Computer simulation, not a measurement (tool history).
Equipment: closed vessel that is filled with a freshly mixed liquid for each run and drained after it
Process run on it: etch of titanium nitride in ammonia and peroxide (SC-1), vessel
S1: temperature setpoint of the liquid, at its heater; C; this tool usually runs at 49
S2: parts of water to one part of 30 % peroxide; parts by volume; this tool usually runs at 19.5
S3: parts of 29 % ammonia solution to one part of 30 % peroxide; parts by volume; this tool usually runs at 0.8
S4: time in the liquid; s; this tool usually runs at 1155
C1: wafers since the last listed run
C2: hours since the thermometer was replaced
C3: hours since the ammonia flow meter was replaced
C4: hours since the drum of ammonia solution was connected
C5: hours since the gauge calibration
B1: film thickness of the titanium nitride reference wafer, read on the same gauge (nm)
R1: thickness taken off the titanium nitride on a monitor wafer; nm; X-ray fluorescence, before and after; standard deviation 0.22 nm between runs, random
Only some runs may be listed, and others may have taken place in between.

{"run": 1, "hour": 0.0, "S1": 49, "S2": 19.5, "S3": 0.8, "S4": 1155, "C1": 0, "C2": 827.9, "C3": 1510.4, "C4": 331.7, "C5": 1313.1, "B1": 139.98, "R1": 30.35}
{"hour": 34.6, "done": "thermometer replaced"}
{"run": 2, "hour": 82.7, "S1": 49, "S2": 19.5, "S3": 0.8, "S4": 1155, "C1": 3175, "C2": 48.1, "C3": 1593.1, "C4": 414.4, "C5": 1395.8, "B1": 139.97, "R1": 30.56}
{"run": 3, "hour": 185.0, "S1": 49, "S2": 19.5, "S3": 0.95, "S4": 1155, "C1": 3976, "C2": 150.4, "C3": 1695.4, "C4": 516.7, "C5": 1498.1, "B1": 140.01, "R1": 31.46}
{"run": 4, "hour": 254.2, "S1": 49, "S2": 19.5, "S3": 0.95, "S4": 1155, "C1": 2689, "C2": 219.6, "C3": 1764.6, "C4": 585.9, "C5": 1567.3, "B1": 140, "R1": 31.29}
{"run": 5, "hour": 354.3, "S1": 49, "S2": 19.5, "S3": 0.8, "S4": 1155, "C1": 3890, "C2": 319.7, "C3": 1864.7, "C4": 686, "C5": 1667.4, "B1": 140.03, "R1": 29.94}
{"run": 6, "hour": 416.6, "S1": 49, "S2": 19.5, "S3": 0.8, "S4": 1155, "C1": 2421, "C2": 382, "C3": 1927, "C4": 748.3, "C5": 1729.7, "B1": 140.03, "R1": 30.94}
{"run": 7, "hour": 505.5, "S1": 49, "S2": 19.5, "S3": 0.8, "S4": 1155, "C1": 3455, "C2": 470.9, "C3": 2015.9, "C4": 837.2, "C5": 1818.6, "B1": 139.97, "R1": 30.26}
{"run": 8, "hour": 577.8, "S1": 49, "S2": 19.5, "S3": 0.8, "S4": 1155, "C1": 2810, "C2": 543.2, "C3": 2088.2, "C4": 909.5, "C5": 1890.9, "B1": 140.01, "R1": 30.34}
{"hour": 586.0, "done": "new drum of ammonia solution connected"}
{"run": 9, "hour": 631.5, "S1": 49, "S2": 19.5, "S3": 0.8, "S4": 1155, "C1": 2048, "C2": 596.9, "C3": 2141.9, "C4": 45.5, "C5": 1944.6, "B1": 140.04, "R1": 30.36}
{"hour": 680.9, "done": "gauge calibrated"}
{"run": 10, "hour": 684.2, "S1": 49, "S2": 19.5, "S3": 0.8, "S4": 1155, "C1": 2048, "C2": 649.6, "C3": 2194.6, "C4": 98.2, "C5": 3.3, "B1": 140.06, "R1": 30.1}
{"run": 11, "hour": 773.5, "S1": 49, "S2": 19.5, "S3": 0.8, "S4": 865, "C1": 3471, "C2": 738.9, "C3": 2283.9, "C4": 187.5, "C5": 92.6, "B1": 140.03, "R1": 22.69}
{"hour": 845.9, "done": "ammonia flow meter replaced"}
{"run": 12, "hour": 879.0, "S1": 49, "S2": 19.5, "S3": 0.8, "S4": 1155, "C1": 4061, "C2": 844.4, "C3": 33.1, "C4": 293, "C5": 198.1, "B1": 139.97, "R1": 30.2}
{"run": 13, "hour": 931.8, "S1": 49, "S2": 15.5, "S3": 0.8, "S4": 1155, "C1": 2052, "C2": 897.2, "C3": 85.9, "C4": 345.8, "C5": 250.9, "B1": 140.03, "R1": 34.16}
{"hour": 950.5, "done": "thermometer replaced"}
{"run": 14, "hour": 980.4, "S1": 57, "S2": 19.5, "S3": 0.55, "S4": 1155, "C1": 1850, "C2": 29.9, "C3": 134.5, "C4": 394.4, "C5": 299.5, "B1": 139.99, "R1": 49.47}
{"run": 15, "hour": 1058.2, "S1": 49, "S2": 19.5, "S3": 0.95, "S4": 1155, "C1": 3024, "C2": 107.7, "C3": 212.3, "C4": 472.2, "C5": 377.3, "B1": 140.05, "R1": 31.81}
{"run": 16, "hour": 1111.0, "S1": 49, "S2": 19.5, "S3": 0.8, "S4": 1155, "C1": 2052, "C2": 160.5, "C3": 265.1, "C4": 525, "C5": 430.1, "B1": 140.06, "R1": 30.49}
{"run": 17, "hour": 1182.7, "S1": 51.5, "S2": 23.5, "S3": 0.8, "S4": 545, "C1": 2786, "C2": 232.2, "C3": 336.8, "C4": 596.7, "C5": 501.8, "B1": 140.01, "R1": 15.44}
{"run": 18, "hour": 1262.2, "S1": 52, "S2": 19.5, "S3": 0.8, "S4": 1155, "C1": 3090, "C2": 311.7, "C3": 416.3, "C4": 676.2, "C5": 581.3, "B1": 139.96, "R1": 37.61}
{"run": 19, "hour": 1335.1, "S1": 49, "S2": 19.5, "S3": 0.8, "S4": 1155, "C1": 2833, "C2": 384.6, "C3": 489.2, "C4": 749.1, "C5": 654.2, "B1": 139.93, "R1": 30.71}
{"run": 20, "hour": 1415.8, "S1": 49, "S2": 28.5, "S3": 0.8, "S4": 1155, "C1": 3136, "C2": 465.3, "C3": 569.9, "C4": 829.8, "C5": 734.9, "B1": 139.98, "R1": 24.89}
{"run": 21, "hour": 1519.4, "S1": 49, "S2": 19.5, "S3": 1, "S4": 1155, "C1": 4026, "C2": 568.9, "C3": 673.5, "C4": 933.4, "C5": 838.5, "B1": 140, "R1": 31.66}
{"run": 22, "hour": 1573.2, "S1": 49, "S2": 16.5, "S3": 0.95, "S4": 1155, "C1": 2091, "C2": 622.7, "C3": 727.3, "C4": 987.2, "C5": 892.3, "B1": 139.97, "R1": 34.43}

Describe how what the log doesn't record of the tool's condition differs between the last listed run preceding each entry between runs and the first listed run following it.
Logged between run 1 and run 2: thermometer replaced (hour 34.6)
  nothing in the hidden state changes from one run to the other
Logged between run 8 and run 9: new drum of ammonia solution connected (hour 586)
  nothing in the hidden state changes from one run to the other
Logged between run 9 and run 10: gauge calibrated (hour 680.9)
  nothing in the hidden state changes from one run to the other
Logged between run 11 and run 12: ammonia flow meter replaced (hour 845.9)
  nothing in the hidden state changes from one run to the other
Logged between run 13 and run 14: thermometer replaced (hour 950.5)
  nothing in the hidden state changes from one run to the other

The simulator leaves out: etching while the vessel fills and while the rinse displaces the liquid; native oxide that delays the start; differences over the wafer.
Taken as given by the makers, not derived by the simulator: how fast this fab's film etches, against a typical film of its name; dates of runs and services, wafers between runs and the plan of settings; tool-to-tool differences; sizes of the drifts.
